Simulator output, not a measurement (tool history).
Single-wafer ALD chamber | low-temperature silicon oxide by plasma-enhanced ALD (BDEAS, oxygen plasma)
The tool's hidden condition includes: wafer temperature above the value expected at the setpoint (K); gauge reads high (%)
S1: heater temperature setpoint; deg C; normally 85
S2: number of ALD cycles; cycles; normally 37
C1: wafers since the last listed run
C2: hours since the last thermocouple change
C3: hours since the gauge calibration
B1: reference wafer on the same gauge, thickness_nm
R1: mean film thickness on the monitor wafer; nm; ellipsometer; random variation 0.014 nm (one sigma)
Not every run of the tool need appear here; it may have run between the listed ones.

Run 1, hour 0.0: usual settings; C1 0; C2 2514.5; C3 199.1; B1 5.882. Result: R1 5.547 nm.
Run 2, hour 21.5: usual settings; C1 227; C2 2536.0; C3 220.6; B1 5.879. Result: R1 5.559 nm.
Run 3, hour 34.3: usual settings; C1 135; C2 2548.8; C3 233.4; B1 5.869. Result: R1 5.547 nm.
At hour 46.5: gauge calibrated.
Run 4, hour 48.0: usual settings; C1 145; C2 2562.5; C3 1.5; B1 5.929. Result: R1 5.572 nm.
Run 5, hour 76.9: usual settings; C1 306; C2 2591.4; C3 30.4; B1 5.924. Result: R1 5.555 nm.
Run 6, hour 106.7: usual settings; C1 315; C2 2621.2; C3 60.2; B1 5.924. Result: R1 5.585 nm.
At hour 147.0: thermocouple changed; heater temperature recalibrated.
Run 7, hour 147.5: usual settings but S1 77 deg C, S2 31 cycles; C1 347; C2 0.5; C3 101.0; B1 5.919. Result: R1 4.787 nm.
Run 8, hour 167.0: usual settings but S1 95 deg C; C1 206; C2 20.0; C3 120.5; B1 5.911. Result: R1 5.372 nm.
Run 9, hour 193.0: usual settings but S1 74 deg C, S2 44 cycles; C1 275; C2 46.0; C3 146.5; B1 5.908. Result: R1 6.891 nm.
Run 10, hour 211.7: usual settings; C1 198; C2 64.7; C3 165.2; B1 5.900. Result: R1 5.537 nm.
At hour 239.6: gauge calibrated.
Run 11, hour 247.1: usual settings; C1 375; C2 100.1; C3 7.5; B1 5.934. Result: R1 5.618 nm.
Run 12, hour 275.7: usual settings but S1 75 deg C; C1 302; C2 128.7; C3 36.1; B1 5.932. Result: R1 5.818 nm.
Run 13, hour 296.4: usual settings but S2 39 cycles; C1 219; C2 149.4; C3 56.8; B1 5.929. Result: R1 5.876 nm.
Run 14, hour 331.8: usual settings but S1 90 deg C, S2 35 cycles; C1 375; C2 184.8; C3 92.2; B1 5.927. Result: R1 5.167 nm.

Some steps in R1, run to run, broken into two amounts with sign: the step expected even without the hidden condition (settings, incoming material, random variation), and the rest, left for the hidden condition together with whatever gauge scatter is not in both the measured and the hidden-condition-free result:
Run 3 -> 4: gauge calibrated. R1 +0.025 nm: hidden state +0.056, all else -0.031.
Run 8 -> 9: S1 95 -> 74, S2 37 -> 44. R1 +1.519 nm: hidden state -0.014, all else +1.533.
